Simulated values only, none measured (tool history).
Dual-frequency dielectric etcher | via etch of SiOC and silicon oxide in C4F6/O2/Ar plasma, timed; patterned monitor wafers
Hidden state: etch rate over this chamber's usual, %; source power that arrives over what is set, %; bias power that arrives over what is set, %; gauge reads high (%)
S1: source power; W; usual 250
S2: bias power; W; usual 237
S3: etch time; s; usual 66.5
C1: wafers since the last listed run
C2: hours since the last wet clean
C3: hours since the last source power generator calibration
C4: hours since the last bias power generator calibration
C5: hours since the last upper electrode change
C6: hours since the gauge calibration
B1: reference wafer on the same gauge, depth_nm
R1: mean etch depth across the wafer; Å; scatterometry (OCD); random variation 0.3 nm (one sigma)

{"run": 1, "day": 0.0, "S1": 250, "S2": 237, "S3": 66.5, "C1": 0, "C2": 314.5, "C3": 3032.2, "C4": 43.9, "C5": 2258.4, "C6": 795.6, "B1": 57.7, "R1": 633}
{"run": 2, "day": 0.575, "S1": 250, "S2": 237, "S3": 66.5, "C1": 125, "C2": 328.3, "C3": 3046, "C4": 57.7, "C5": 2272.2, "C6": 809.4, "B1": 57.7, "R1": 628}
{"run": 3, "day": 1.292, "S1": 250, "S2": 221, "S3": 66.5, "C1": 156, "C2": 345.5, "C3": 3063.2, "C4": 74.9, "C5": 2289.4, "C6": 826.6, "B1": 57.6, "R1": 604}
{"run": 4, "day": 1.871, "S1": 250, "S2": 221, "S3": 66.5, "C1": 126, "C2": 359.4, "C3": 3077.1, "C4": 88.8, "C5": 2303.3, "C6": 840.5, "B1": 57.7, "R1": 610}
{"run": 5, "day": 2.854, "S1": 250, "S2": 221, "S3": 66.5, "C1": 215, "C2": 383, "C3": 3100.7, "C4": 112.4, "C5": 2326.9, "C6": 864.1, "B1": 57.7, "R1": 606}
{"run": 6, "day": 3.754, "S1": 250, "S2": 237, "S3": 66.5, "C1": 197, "C2": 404.6, "C3": 3122.3, "C4": 134, "C5": 2348.5, "C6": 885.7, "B1": 57.8, "R1": 628}
{"run": 7, "day": 5.075, "S1": 250, "S2": 237, "S3": 66.5, "C1": 289, "C2": 436.3, "C3": 3154, "C4": 165.7, "C5": 2380.2, "C6": 917.4, "B1": 57.7, "R1": 623}
{"run": 8, "day": 6.129, "S1": 250, "S2": 237, "S3": 66.5, "C1": 230, "C2": 461.6, "C3": 3179.3, "C4": 191, "C5": 2405.5, "C6": 942.7, "B1": 57.6, "R1": 621}
{"run": 9, "day": 7.375, "S1": 220, "S2": 266, "S3": 49.5, "C1": 272, "C2": 491.5, "C3": 3209.2, "C4": 220.9, "C5": 2435.4, "C6": 972.6, "B1": 57.7, "R1": 443}
{"run": 10, "day": 8.754, "S1": 250, "S2": 237, "S3": 66.5, "C1": 301, "C2": 524.6, "C3": 3242.3, "C4": 254, "C5": 2468.5, "C6": 1005.7, "B1": 57.7, "R1": 616}
{"run": 11, "day": 9.354, "S1": 250, "S2": 178, "S3": 66.5, "C1": 131, "C2": 539, "C3": 3256.7, "C4": 268.4, "C5": 2482.9, "C6": 1020.1, "B1": 57.7, "R1": 550}
{"day": 9.858, "done": "gauge calibrated"}
{"run": 12, "day": 9.946, "S1": 230, "S2": 237, "S3": 71.5, "C1": 129, "C2": 553.2, "C3": 3270.9, "C4": 282.6, "C5": 2497.1, "C6": 2.1, "B1": 57.6, "R1": 632}
{"run": 13, "day": 11.35, "S1": 200, "S2": 195, "S3": 58, "C1": 307, "C2": 586.9, "C3": 3304.6, "C4": 316.3, "C5": 2530.8, "C6": 35.8, "B1": 57.7, "R1": 430}
{"day": 13.479, "done": "wet clean of the chamber"}
{"run": 14, "day": 13.5, "S1": 290, "S2": 261, "S3": 66.5, "C1": 251, "C2": 0.5, "C3": 3356.2, "C4": 367.9, "C5": 2582.4, "C6": 87.4, "B1": 57.7, "R1": 686}
{"run": 15, "day": 13.512, "S1": 280, "S2": 274, "S3": 71.5, "C1": 2, "C2": 0.8, "C3": 3356.5, "C4": 368.2, "C5": 2582.7, "C6": 87.7, "B1": 57.7, "R1": 730}
{"day": 14.792, "done": "upper electrode replaced"}
{"run": 16, "day": 14.812, "S1": 250, "S2": 237, "S3": 66.5, "C1": 65, "C2": 32, "C3": 3387.7, "C4": 399.4, "C5": 0.5, "C6": 118.9, "B1": 57.7, "R1": 598}
{"run": 17, "day": 15.242, "S1": 250, "S2": 183, "S3": 66.5, "C1": 93, "C2": 42.3, "C3": 3398, "C4": 409.7, "C5": 10.8, "C6": 129.2, "B1": 57.7, "R1": 543}
{"run": 18, "day": 16.321, "S1": 220, "S2": 237, "S3": 76, "C1": 236, "C2": 68.2, "C3": 3423.9, "C4": 435.6, "C5": 36.7, "C6": 155.1, "B1": 57.7, "R1": 633}
{"run": 19, "day": 17.708, "S1": 250, "S2": 237, "S3": 66.5, "C1": 303, "C2": 101.5, "C3": 3457.2, "C4": 468.9, "C5": 70, "C6": 188.4, "B1": 57.7, "R1": 594}
{"run": 20, "day": 19.071, "S1": 280, "S2": 295, "S3": 81, "C1": 298, "C2": 134.2, "C3": 3489.9, "C4": 501.6, "C5": 102.7, "C6": 221.1, "B1": 57.7, "R1": 853}
{"run": 21, "day": 19.85, "S1": 210, "S2": 237, "S3": 66.5, "C1": 170, "C2": 152.9, "C3": 3508.6, "C4": 520.3, "C5": 121.4, "C6": 239.8, "B1": 57.7, "R1": 532}
{"run": 22, "day": 20.371, "S1": 250, "S2": 237, "S3": 66.5, "C1": 114, "C2": 165.4, "C3": 3521.1, "C4": 532.8, "C5": 133.9, "C6": 252.3, "B1": 57.7, "R1": 594}
{"day": 22.021, "done": "source power generator calibrated"}
{"day": 22.062, "done": "wet clean of the chamber, repeated, since the last time left the tool worse"}
{"run": 23, "day": 22.083, "S1": 250, "S2": 237, "S3": 66.5, "C1": 329, "C2": 0.5, "C3": 1.5, "C4": 573.9, "C5": 175, "C6": 293.4, "B1": 57.7, "R1": 634}
{"run": 24, "day": 25.892, "S1": 250, "S2": 237, "S3": 66.5, "C1": 833, "C2": 91.9, "C3": 92.9, "C4": 665.3, "C5": 266.4, "C6": 384.8, "B1": 57.6, "R1": 631}
{"run": 25, "day": 26.712, "S1": 250, "S2": 222, "S3": 59.5, "C1": 179, "C2": 111.6, "C3": 112.6, "C4": 685, "C5": 286.1, "C6": 404.5, "B1": 57.6, "R1": 551}
{"run": 26, "day": 27.338, "S1": 290, "S2": 181, "S3": 73.5, "C1": 136, "C2": 126.6, "C3": 127.6, "C4": 700, "C5": 301.1, "C6": 419.5, "B1": 57.6, "R1": 684}
{"run": 27, "day": 28.833, "S1": 250, "S2": 237, "S3": 66.5, "C1": 327, "C2": 162.5, "C3": 163.5, "C4": 735.9, "C5": 337, "C6": 455.4, "B1": 57.7, "R1": 633}
{"run": 28, "day": 29.929, "S1": 290, "S2": 261, "S3": 66.5, "C1": 239, "C2": 188.8, "C3": 189.8, "C4": 762.2, "C5": 363.3, "C6": 481.7, "B1": 57.7, "R1": 716}
{"run": 29, "day": 31.058, "S1": 250, "S2": 237, "S3": 66.5, "C1": 247, "C2": 215.9, "C3": 216.9, "C4": 789.3, "C5": 390.4, "C6": 508.8, "B1": 57.7, "R1": 626}
{"run": 30, "day": 32.092, "S1": 210, "S2": 291, "S3": 66.5, "C1": 226, "C2": 240.7, "C3": 241.7, "C4": 814.1, "C5": 415.2, "C6": 533.6, "B1": 57.6, "R1": 612}
{"run": 31, "day": 32.842, "S1": 280, "S2": 252, "S3": 61.5, "C1": 164, "C2": 258.7, "C3": 259.7, "C4": 832.1, "C5": 433.2, "C6": 551.6, "B1": 57.8, "R1": 634}

What the log doesn't show, run by run:
source power that arrives over what is set, %: 0 in every run
bias power that arrives over what is set, %: 0 in every run
gauge reads high (%): 0 in every run
H1: etch rate over this chamber's usual, %
run=1 H1=-1.68
run=2 H1=-1.75
run=3 H1=-1.85
run=4 H1=-1.92
run=5 H1=-2.05
run=6 H1=-2.17
run=7 H1=-2.35
run=8 H1=-2.49
run=9 H1=-2.65
run=10 H1=-2.84
run=11 H1=-2.92
run=12 H1=-3
run=13 H1=-3.18
run=14 H1=-5.78
run=15 H1=-5.78
run=16 H1=-5.96
run=17 H1=-6.01
run=18 H1=-6.16
run=19 H1=-6.34
run=20 H1=-6.52
run=21 H1=-6.62
run=22 H1=-6.69
run=23 H1=0.0201
run=24 H1=-0.486
run=25 H1=-0.595
run=26 H1=-0.678
run=27 H1=-0.876
run=28 H1=-1.02
run=29 H1=-1.17
run=30 H1=-1.31
run=31 H1=-1.41
